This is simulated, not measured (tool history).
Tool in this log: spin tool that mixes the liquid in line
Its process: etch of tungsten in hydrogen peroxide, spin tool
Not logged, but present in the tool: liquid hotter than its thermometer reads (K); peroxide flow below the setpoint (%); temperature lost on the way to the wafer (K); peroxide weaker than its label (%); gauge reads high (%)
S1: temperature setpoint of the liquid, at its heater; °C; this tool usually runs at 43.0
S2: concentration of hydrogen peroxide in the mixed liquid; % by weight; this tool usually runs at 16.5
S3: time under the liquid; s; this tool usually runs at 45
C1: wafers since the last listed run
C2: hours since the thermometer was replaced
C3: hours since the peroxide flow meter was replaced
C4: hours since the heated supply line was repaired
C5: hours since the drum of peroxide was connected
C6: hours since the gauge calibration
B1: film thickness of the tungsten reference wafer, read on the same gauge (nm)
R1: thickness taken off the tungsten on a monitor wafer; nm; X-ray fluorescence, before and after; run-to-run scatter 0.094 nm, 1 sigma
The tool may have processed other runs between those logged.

Run 1, day 0.000: usual settings but S3 35 s; C1 0; C2 380.5; C3 482.3; C4 2597.1; C5 277.9; C6 58.7; B1 100.00. Result: R1 17.61 nm.
Run 2, day 0.454: usual settings but S3 35 s; C1 187; C2 391.4; C3 493.2; C4 2608.0; C5 288.8; C6 69.6; B1 100.01. Result: R1 17.63 nm.
Run 3, day 0.729: usual settings but S3 35 s; C1 113; C2 398.0; C3 499.8; C4 2614.6; C5 295.4; C6 76.2; B1 100.00. Result: R1 17.82 nm.
Run 4, day 1.150: usual settings but S1 47.0 °C, S2 20.0 % by weight; C1 173; C2 408.1; C3 509.9; C4 2624.7; C5 305.5; C6 86.3; B1 99.99. Result: R1 32.04 nm.
Run 5, day 1.617: usual settings but S1 47.0 °C, S2 20.0 % by weight; C1 192; C2 419.3; C3 521.1; C4 2635.9; C5 316.7; C6 97.5; B1 100.00. Result: R1 32.36 nm.
Run 6, day 1.908: usual settings but S2 14.5 % by weight; C1 120; C2 426.3; C3 528.1; C4 2642.9; C5 323.7; C6 104.5; B1 100.03. Result: R1 21.56 nm.
Run 7, day 2.183: usual settings but S2 14.5 % by weight; C1 113; C2 432.9; C3 534.7; C4 2649.5; C5 330.3; C6 111.1; B1 100.01. Result: R1 21.64 nm.
Run 8, day 2.883: usual settings but S2 14.5 % by weight; C1 288; C2 449.7; C3 551.5; C4 2666.3; C5 347.1; C6 127.9; B1 100.00. Result: R1 21.61 nm.
Run 9, day 3.275: usual settings; C1 161; C2 459.1; C3 560.9; C4 2675.7; C5 356.5; C6 137.3; B1 100.01. Result: R1 22.92 nm.
Run 10, day 3.958: usual settings; C1 281; C2 475.5; C3 577.3; C4 2692.1; C5 372.9; C6 153.7; B1 100.01. Result: R1 22.96 nm.
Run 11, day 4.529: usual settings; C1 235; C2 489.2; C3 591.0; C4 2705.8; C5 386.6; C6 167.4; B1 99.99. Result: R1 22.87 nm.
At day 4.958: peroxide flow meter replaced.
Run 12, day 5.025: usual settings; C1 187; C2 501.1; C3 1.6; C4 2717.7; C5 398.5; C6 179.3; B1 99.98. Result: R1 23.04 nm.
Run 13, day 5.583: usual settings but S1 51.5 °C, S3 35 s; C1 229; C2 514.5; C3 15.0; C4 2731.1; C5 411.9; C6 192.7; B1 100.02. Result: R1 30.44 nm.
Run 14, day 5.908: usual settings; C1 133; C2 522.3; C3 22.8; C4 2738.9; C5 419.7; C6 200.5; B1 100.00. Result: R1 23.13 nm.
Run 15, day 6.221: usual settings; C1 128; C2 529.8; C3 30.3; C4 2746.4; C5 427.2; C6 208.0; B1 100.00. Result: R1 22.89 nm.

Estimate the outcome of run 16 from the log above:
Run 16, day 6.829: usual settings but S1 34.0 °C, S2 12.0 % by weight, S3 35 s; C1 250; C2 544.4; C3 44.9; C4 2761.0; C5 441.8; C6 222.6; B1 ?. Result: R1 ?.

Logged for run 16: B1 100.00, R1 8.52 nm.
On a tool with no hidden condition, and with the same random variation, this run would have come out at R1 8.09 nm.

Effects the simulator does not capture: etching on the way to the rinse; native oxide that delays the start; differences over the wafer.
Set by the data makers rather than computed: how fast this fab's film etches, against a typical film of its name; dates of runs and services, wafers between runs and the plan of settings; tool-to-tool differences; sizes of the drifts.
